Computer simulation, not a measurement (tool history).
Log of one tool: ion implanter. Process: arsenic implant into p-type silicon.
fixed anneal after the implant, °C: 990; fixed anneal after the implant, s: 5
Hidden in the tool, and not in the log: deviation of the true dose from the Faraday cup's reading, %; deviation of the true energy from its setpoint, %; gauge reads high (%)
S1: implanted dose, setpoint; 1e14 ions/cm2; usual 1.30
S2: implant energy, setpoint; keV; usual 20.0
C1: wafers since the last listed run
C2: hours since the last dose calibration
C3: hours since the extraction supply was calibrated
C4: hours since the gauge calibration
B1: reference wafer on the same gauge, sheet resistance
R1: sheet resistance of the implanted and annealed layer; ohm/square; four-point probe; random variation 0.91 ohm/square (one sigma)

run,hour,S1,S2,C1,C2,C3,C4,B1,R1
1,0.0,1.30,20.0,0,1705.5,6101.3,129.0,564.20,591.30
2,7.2,1.30,20.0,141,1712.7,6108.5,136.2,564.02,590.91
3,20.1,1.30,20.0,253,1725.6,6121.4,149.1,564.26,591.27
4,35.6,1.30,20.0,304,1741.1,6136.9,164.6,564.29,591.05
5,50.9,1.30,20.0,300,1756.4,6152.2,179.9,564.41,589.65
6,61.9,1.30,20.0,216,1767.4,6163.2,190.9,563.68,589.93
7,74.6,1.14,22.0,249,1780.1,6175.9,203.6,563.88,636.49
8,85.3,1.30,17.0,210,1790.8,6186.6,214.3,564.03,606.28
9,121.4,1.30,17.0,709,1826.9,6222.7,250.4,564.23,604.11
10,131.4,1.30,17.0,196,1836.9,6232.7,260.4,563.83,605.79
# hour 157.1: Faraday cup replaced and dose calibrated
11,162.2,1.30,15.0,447,5.1,6263.5,291.2,563.90,641.15
12,178.5,1.30,15.0,320,21.4,6279.8,307.5,564.19,640.26
13,194.6,1.30,15.0,316,37.5,6295.9,323.6,564.13,640.78
14,210.3,1.05,20.0,308,53.2,6311.6,339.3,564.08,711.79
15,217.7,1.59,13.5,145,60.6,6319.0,346.7,563.56,562.00
# hour 238.4: extraction supply calibrated
16,238.9,1.30,20.0,259,81.8,0.5,367.9,564.06,612.49
17,240.0,1.30,15.0,21,82.9,1.6,369.0,563.89,640.53
18,255.5,1.02,13.5,304,98.4,17.1,384.5,563.93,777.45
19,264.0,1.60,26.5,166,106.9,25.6,393.0,563.91,504.27
20,279.6,0.96,14.5,306,122.5,41.2,408.6,563.66,799.26
21,291.8,1.30,20.0,239,134.7,53.4,420.8,564.24,611.50
22,301.8,1.30,20.0,196,144.7,63.4,430.8,563.89,610.12
# hour 303.0: gauge calibrated
23,314.1,0.99,17.0,241,157.0,75.7,11.1,564.41,761.48
24,329.0,1.66,14.5,292,171.9,90.6,26.0,564.01,538.46
25,349.2,1.11,13.5,396,192.1,110.8,46.2,563.91,732.00
26,365.2,1.46,24.5,314,208.1,126.8,62.2,564.00,544.60
27,381.5,1.30,20.0,320,224.4,143.1,78.5,563.64,612.60
28,389.6,1.08,18.0,159,232.5,151.2,86.6,563.80,707.81

Hidden state or all else? Some run-to-run changes of R1, split into what the settings, what came in and random variation would give without the hidden state, and what is left for the hidden state (with any gauge scatter that isn't in both results):
Run 6 -> 7: S1 1.30 -> 1.14, S2 20.0 -> 22.0. R1 +46.56 ohm/square: hidden state -1.49, all else +48.05.
Run 10 -> 11: S2 17.0 -> 15.0, Faraday cup replaced and dose calibrated. R1 +35.36 ohm/square: hidden state +23.56, all else +11.80.
Run 18 -> 19: S1 1.02 -> 1.60, S2 13.5 -> 26.5. R1 -273.18 ohm/square: hidden state -1.15, all else -272.03.
Run 19 -> 20: S1 1.60 -> 0.96, S2 26.5 -> 14.5. R1 +294.99 ohm/square: hidden state +1.17, all else +293.82.
